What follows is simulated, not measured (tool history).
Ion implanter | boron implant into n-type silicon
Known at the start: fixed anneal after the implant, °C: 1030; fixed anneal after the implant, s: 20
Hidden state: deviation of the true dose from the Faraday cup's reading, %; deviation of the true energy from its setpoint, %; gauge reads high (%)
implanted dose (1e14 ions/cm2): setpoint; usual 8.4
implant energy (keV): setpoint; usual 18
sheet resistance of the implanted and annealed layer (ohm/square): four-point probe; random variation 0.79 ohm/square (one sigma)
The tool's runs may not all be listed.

run,day,implanted dose (1e14 ions/cm2),implant energy (keV),wafers since the last listed run,hours since the last dose calibration,hours since the extraction supply was calibrated,hours since the gauge calibration,"read-back reference wafer on the same gauge, sheet resistance",sheet resistance of the implanted and annealed layer (ohm/square)
1,0,6.93,19.5,0,565.9,6145.5,250.8,149.92,167.15
2,0.517,6.93,19.5,292,578.3,6157.9,263.2,150,165.79
3,1.246,8.4,18,412,595.8,6175.4,280.7,149.83,140.58
4,1.567,8.4,18,181,603.5,6183.1,288.4,149.93,142.45
5,2.042,6.98,18,268,614.9,6194.5,299.8,150.03,166.13
6,2.592,8.4,18,311,628.1,6207.7,313,149.96,142.76
7,3.275,8.4,18,386,644.5,6224.1,329.4,150.07,140.06
8,3.721,8.4,18,252,655.2,6234.8,340.1,149.98,141.63
9,4.017,8.4,18,167,662.3,6241.9,347.2,150.09,141.41
10,5.312,9.93,18,733,693.4,6273,378.3,150.01,123.51
11,6.046,9.93,18,415,711,6290.6,395.9,150.04,121.78
12,6.421,9.93,18,212,720,6299.6,404.9,149.95,122.65
13,6.85,8.4,18,242,730.3,6309.9,415.2,150.1,142.76
14,7.483,8.4,18,358,745.5,6325.1,430.4,150.22,141.46
15,7.988,9.61,16,285,757.6,6337.2,442.5,150.02,127.9
16,8.333,9.61,16,195,765.9,6345.5,450.8,149.93,127.17
17,8.888,9.61,16,313,779.2,6358.8,464.1,149.97,128.04
18,9.321,6.93,19.5,245,789.6,6369.2,474.5,150.02,167.42
19,9.971,8.4,18,368,805.2,6384.8,490.1,149.96,141.69
20,10.333,10.31,21,205,813.9,6393.5,498.8,149.99,118.05
# day 10.838: gauge calibrated
21,10.871,10.37,20.5,304,826.8,6406.4,0.8,149.89,116.98
22,11.392,8.4,18,294,839.3,6418.9,13.3,150.23,140.64
23,11.833,8.4,18,250,849.9,6429.5,23.9,149.77,143.3
24,12.404,7.15,22.5,323,863.6,6443.2,37.6,149.95,160.68
# day 12.962: Faraday cup replaced and dose calibrated
25,13.112,9.61,16,212,3.6,6460.2,54.6,150.06,128.5
# day 13.85: extraction supply calibrated
26,13.871,7.36,18,240,21.8,0.5,72.8,149.91,158.26
27,14.321,9.9,15.5,254,32.6,11.3,83.6,150,124.64
28,14.592,6.38,21,153,39.1,17.8,90.1,150.14,176.47
29,15.117,9.82,24,297,51.7,30.4,102.7,150.13,121.57
30,15.404,7.69,21.5,162,58.6,37.3,109.6,150.05,151.68
31,15.754,9.17,16,198,67,45.7,118,150.12,132.27
32,16.354,9.55,18,339,81.4,60.1,132.4,149.97,127.43
33,17.046,8.4,19.5,391,98,76.7,149,150.02,140.65
34,17.562,8.4,18,292,110.4,89.1,161.4,150.05,141.1
35,17.95,8.4,18,219,119.7,98.4,170.7,150.08,143.27
36,18.271,9.59,23,181,127.4,106.1,178.4,149.93,125.24
37,18.954,10.78,16,386,143.8,122.5,194.8,149.95,115.42
38,19.538,8.4,18,330,157.8,136.5,208.8,150.06,142.75

What the log doesn't show, run by run:
deviation of the true dose from the Faraday cup's reading, %: 0 in every run
deviation of the true energy from its setpoint, %: 0 in every run
gauge reads high (%): 0 in every run

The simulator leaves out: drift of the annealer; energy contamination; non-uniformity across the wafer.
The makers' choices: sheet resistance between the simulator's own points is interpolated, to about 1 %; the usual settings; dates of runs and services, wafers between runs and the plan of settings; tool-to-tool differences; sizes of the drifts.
